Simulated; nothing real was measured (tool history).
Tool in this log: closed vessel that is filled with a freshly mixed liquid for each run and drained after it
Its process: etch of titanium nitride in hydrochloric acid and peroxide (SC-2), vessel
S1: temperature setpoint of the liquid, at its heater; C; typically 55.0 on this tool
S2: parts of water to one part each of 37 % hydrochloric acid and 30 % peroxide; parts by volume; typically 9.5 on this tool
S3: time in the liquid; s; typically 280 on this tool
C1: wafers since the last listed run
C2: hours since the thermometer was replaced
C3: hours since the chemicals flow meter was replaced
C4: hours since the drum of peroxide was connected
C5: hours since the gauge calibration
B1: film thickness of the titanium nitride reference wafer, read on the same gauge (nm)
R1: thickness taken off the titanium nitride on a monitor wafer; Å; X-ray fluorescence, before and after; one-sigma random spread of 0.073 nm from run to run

run,day,S1,S2,S3,C1,C2,C3,C4,C5,B1,R1
1,0.000,55.0,9.5,280,0,726.3,1161.3,270.9,500.4,80.00,100.1
# day 1.962: new drum of peroxide connected
2,3.833,55.0,9.5,280,4924,818.3,1253.3,44.9,592.4,79.99,100.5
3,5.446,55.0,9.5,280,2094,857.0,1292.0,83.6,631.1,79.99,99.4
4,9.171,55.0,7.0,365,4837,946.4,1381.4,173.0,720.5,80.01,170.9
5,11.025,55.0,7.0,365,2408,990.9,1425.9,217.5,765.0,80.00,170.1
6,13.496,55.0,9.5,280,3209,1050.2,1485.2,276.8,824.3,80.03,102.4
7,16.042,55.0,9.5,280,3306,1111.3,1546.3,337.9,885.4,80.03,102.6
# day 16.521: new drum of peroxide connected
# day 17.321: chemicals flow meter replaced
8,19.112,55.0,9.5,280,3880,1185.0,43.0,62.2,959.1,80.02,103.0
9,23.083,55.0,9.5,280,5157,1280.3,138.3,157.5,1054.4,80.00,104.3
10,24.675,55.0,4.5,280,2067,1318.5,176.5,195.7,1092.6,80.00,182.3
11,26.312,55.0,5.0,165,2126,1357.8,215.8,235.0,1131.9,80.01,100.0
# day 28.862: gauge calibrated
12,30.038,55.0,7.5,280,4837,1447.2,305.2,324.4,28.2,80.02,125.9
# day 30.538: new drum of peroxide connected
13,33.796,55.0,5.5,330,4827,1537.4,395.4,78.2,118.4,79.99,186.1
# day 34.250: thermometer replaced
14,36.758,58.5,12.5,280,3793,60.2,466.5,149.3,189.5,80.00,97.0
15,40.550,64.0,12.0,280,4924,151.2,557.5,240.3,280.5,79.99,142.2
16,44.417,61.0,9.5,440,5021,244.0,650.3,333.1,373.3,79.97,224.6

Consider 4 possible next runs. They are alternatives, not a sequence: every one starts from the tool as it was left by run 16. What does each give?
A,44.446,55.0,9.5,280,37,244.7,651.0,333.8,374.0,?,?
B,44.446,62.5,14.0,385,37,244.7,651.0,333.8,374.0,?,?
C,44.446,64.0,4.5,360,37,244.7,651.0,333.8,374.0,?,?
D,44.446,58.5,5.5,115,37,244.7,651.0,333.8,374.0,?,?

run,B1,R1
A,79.97,98.8
B,79.97,156.7
C,79.97,395.4
D,79.97,77.8
With the hidden condition removed and each run's random variation left untouched, the same runs would have given:
run,R1
A,96.7
B,153.6
C,387.7
D,76.2
